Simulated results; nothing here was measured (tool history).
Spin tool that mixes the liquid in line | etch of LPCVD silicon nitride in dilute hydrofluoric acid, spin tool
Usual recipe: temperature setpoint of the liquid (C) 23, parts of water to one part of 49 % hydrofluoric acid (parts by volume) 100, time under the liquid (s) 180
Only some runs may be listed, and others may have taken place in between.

run	day	temperature setpoint of the liquid (C)	parts of water to one part of 49 % hydrofluoric acid (parts by volume)	time under the liquid (s)	wafers since the last listed run	hours since the thermometer was replaced	hours since the hydrofluoric acid flow meter was replaced	hours since the gauge calibration	read-back film thickness of the LPCVD silicon nitride reference wafer, read on the same gauge (nm)	thickness taken off the LPCVD silicon nitride on a monitor wafer (angstrom)
1	0	23	100	180	0	779.9	1552.7	274	59.967	6.27
2	1.342	23	100	180	127	812.1	1584.9	306.2	59.998	6.63
3	4.121	23	100	180	264	878.8	1651.6	372.9	59.997	6.14
4	5.608	23	100	180	141	914.5	1687.3	408.6	59.941	7.05
5	7.162	23	100	180	148	951.8	1724.6	445.9	59.951	6.03
6	9.188	19	100	180	192	1000.4	1773.2	494.5	60.01	5.05
7	12.104	23	100	260	277	1070.4	1843.2	564.5	59.998	9.58
8	14.171	23	100	260	196	1120	1892.8	614.1	60.038	9.61
9	17.129	23	100	260	281	1191	1963.8	685.1	59.981	9.87
10	19.954	23	100	180	269	1258.8	2031.6	752.9	60.015	6.91
11	22.288	23	100	180	222	1314.8	2087.6	808.9	60.017	6.72
12	26.575	23	100	180	408	1417.7	2190.5	911.8	59.983	6.21
13	29.475	23	100	180	276	1487.3	2260.1	981.4	60.027	6.06
14	30.871	23	100	180	132	1520.8	2293.6	1014.9	60.037	6.72
15	32.933	23	100	180	196	1570.3	2343.1	1064.4	60.017	6.69
16	35.404	23	100	145	235	1629.6	2402.4	1123.7	60.047	5.48
17	36.488	19.5	150	145	103	1655.6	2428.4	1149.7	59.997	2.71
18	38.825	23	100	180	222	1711.7	2484.5	1205.8	59.989	6.55
# day 39.362: thermometer replaced
19	41.633	24.5	55	120	263	54.5	2551.9	1273.2	60.039	9.41
# day 43.062: hydrofluoric acid flow meter replaced
20	43.579	23	100	210	181	101.2	12.4	1319.9	59.931	7.19
21	44.758	23	120	85	112	129.5	40.7	1348.2	59.989	2.61
22	46.417	23	100	180	157	169.3	80.5	1388	60.014	6.57
23	48.117	19	130	220	161	210.1	121.3	1428.8	59.996	4.97
24	49.529	23	100	180	134	244	155.2	1462.7	59.953	6.63
25	51.046	25	100	180	144	280.4	191.6	1499.1	60.037	7.96
# day 53.533: gauge calibrated
26	53.812	21.5	70	100	263	346.8	258	6.7	60.011	4.77
27	56.171	23	75	285	224	403.4	314.6	63.3	60.004	13.18
28	58.625	23	145	180	233	462.3	373.5	122.2	60.038	4.6
29	61.542	23	115	180	277	532.3	443.5	192.2	59.983	5.65
30	64.117	19	100	105	245	594.1	505.3	254	60.029	2.85
31	65.938	27.5	75	80	173	637.8	549	297.7	59.981	5.44
32	67.788	23	100	225	176	682.2	593.4	342.1	59.989	8.1

Describe how what the log doesn't record of the tool's condition differs between the last listed run preceding each entry between runs and the first listed run following it.
Runs 18 to 19: thermometer replaced (day 39.362)
  the hidden state is the same at both runs
Runs 19 to 20: hydrofluoric acid flow meter replaced (day 43.062)
  the hidden state is the same at both runs
Runs 25 to 26: gauge calibrated (day 53.533)
  the hidden state is the same at both runs

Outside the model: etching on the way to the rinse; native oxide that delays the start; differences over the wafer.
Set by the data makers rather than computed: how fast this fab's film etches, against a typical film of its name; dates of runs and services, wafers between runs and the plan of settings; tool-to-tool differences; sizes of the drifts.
